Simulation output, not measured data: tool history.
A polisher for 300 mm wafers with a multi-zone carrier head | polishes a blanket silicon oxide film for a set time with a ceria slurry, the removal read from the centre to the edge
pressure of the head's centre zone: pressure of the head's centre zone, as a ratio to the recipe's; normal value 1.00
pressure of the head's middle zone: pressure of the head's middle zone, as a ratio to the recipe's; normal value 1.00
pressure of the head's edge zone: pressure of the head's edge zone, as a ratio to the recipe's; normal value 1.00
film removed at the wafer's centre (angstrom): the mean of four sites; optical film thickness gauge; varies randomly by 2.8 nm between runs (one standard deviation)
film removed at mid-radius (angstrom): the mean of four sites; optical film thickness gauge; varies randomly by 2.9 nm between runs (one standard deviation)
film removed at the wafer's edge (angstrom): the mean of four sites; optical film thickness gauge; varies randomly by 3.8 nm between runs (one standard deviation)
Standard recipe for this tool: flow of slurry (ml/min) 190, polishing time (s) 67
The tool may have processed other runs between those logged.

run,day,flow of slurry (ml/min),pressure of the head's centre zone,pressure of the head's middle zone,pressure of the head's edge zone,polishing time (s),"incoming thickness of the incoming film, nm",film removed at the wafer's centre (angstrom),film removed at mid-radius (angstrom),film removed at the wafer's edge (angstrom)
1,0.000,190,1.00,1.00,1.00,67,1829.5,3052,3070,3137
# day 0.100: worn pad replaced by a new one
2,0.671,190,1.00,1.00,1.00,67,1804.8,3147,3075,3097
3,1.850,190,1.00,1.00,1.00,67,1841.8,3098,3130,3137
4,3.221,190,1.00,1.00,1.00,67,1787.4,3048,3090,3165
5,4.171,190,1.03,1.00,1.00,67,1795.0,3139,3016,3103
# day 4.700: worn pad replaced by a new one
6,5.433,190,1.03,1.00,1.00,67,1791.9,3160,3014,3091
7,6.138,190,1.00,1.00,1.00,67,1812.6,3039,3079,3097
8,6.979,190,1.00,1.00,1.00,67,1815.8,3075,3063,3156
9,8.142,190,1.00,0.97,1.00,67,1795.5,3094,3003,3058
# day 9.325: worn pad replaced by a new one
# day 9.550: carrier head's membrane replaced by a new one
10,9.571,190,1.00,0.97,1.00,67,1818.6,3029,2932,3149
# day 10.075: centre zone pressure recalibrated
11,10.688,170,1.00,1.00,0.96,67,1807.9,2955,2984,3050
12,12.133,190,1.00,1.00,1.00,67,1818.9,3067,2977,3065
13,13.146,240,1.05,1.00,0.90,67,1789.3,3264,3080,3022
# day 14.221: worn pad replaced by a new one
14,14.642,225,1.00,1.00,1.00,67,1805.9,3044,3107,3107
15,15.762,130,1.00,1.10,1.00,67,1806.8,2690,2904,2817
16,16.733,190,1.00,1.00,1.00,67,1813.0,2973,2992,3049
# day 17.175: slurry nozzle cleaned
# day 17.350: edge zone pressure recalibrated
17,17.604,190,1.00,0.92,1.00,67,1820.5,3086,2923,3123
18,18.454,190,1.00,1.00,0.93,61,1837.0,2798,2884,2784
# day 19.592: worn pad replaced by a new one
19,19.662,235,1.04,1.00,1.00,67,1803.1,3329,3180,3188
20,20.529,220,1.00,1.00,1.06,85,1806.6,4025,4042,4084
21,21.917,235,1.06,1.00,1.05,75,1822.8,3843,3562,3705

4 ways to go on from here, each from the tool as it stands after run 21. What would each give?
A,21.938,190,1.00,1.00,1.00,67,1790.4,?,?,?
B,21.938,255,0.92,1.00,1.00,67,1790.4,?,?,?
C,21.938,190,0.92,1.00,1.00,51,1790.4,?,?,?
D,21.938,190,1.04,1.00,1.00,67,1790.4,?,?,?

run,film removed at the wafer's centre (angstrom),film removed at mid-radius (angstrom),film removed at the wafer's edge (angstrom)
A,3099,3057,3116
B,3031,3197,3220
C,2196,2328,2372
D,3207,3056,3116
Had the tool no hidden state, the same runs would have come out as:
run,film removed at the wafer's centre (angstrom),film removed at mid-radius (angstrom),film removed at the wafer's edge (angstrom)
A,3138,3091,3142
B,3059,3223,3240
C,2223,2354,2391
D,3246,3090,3142
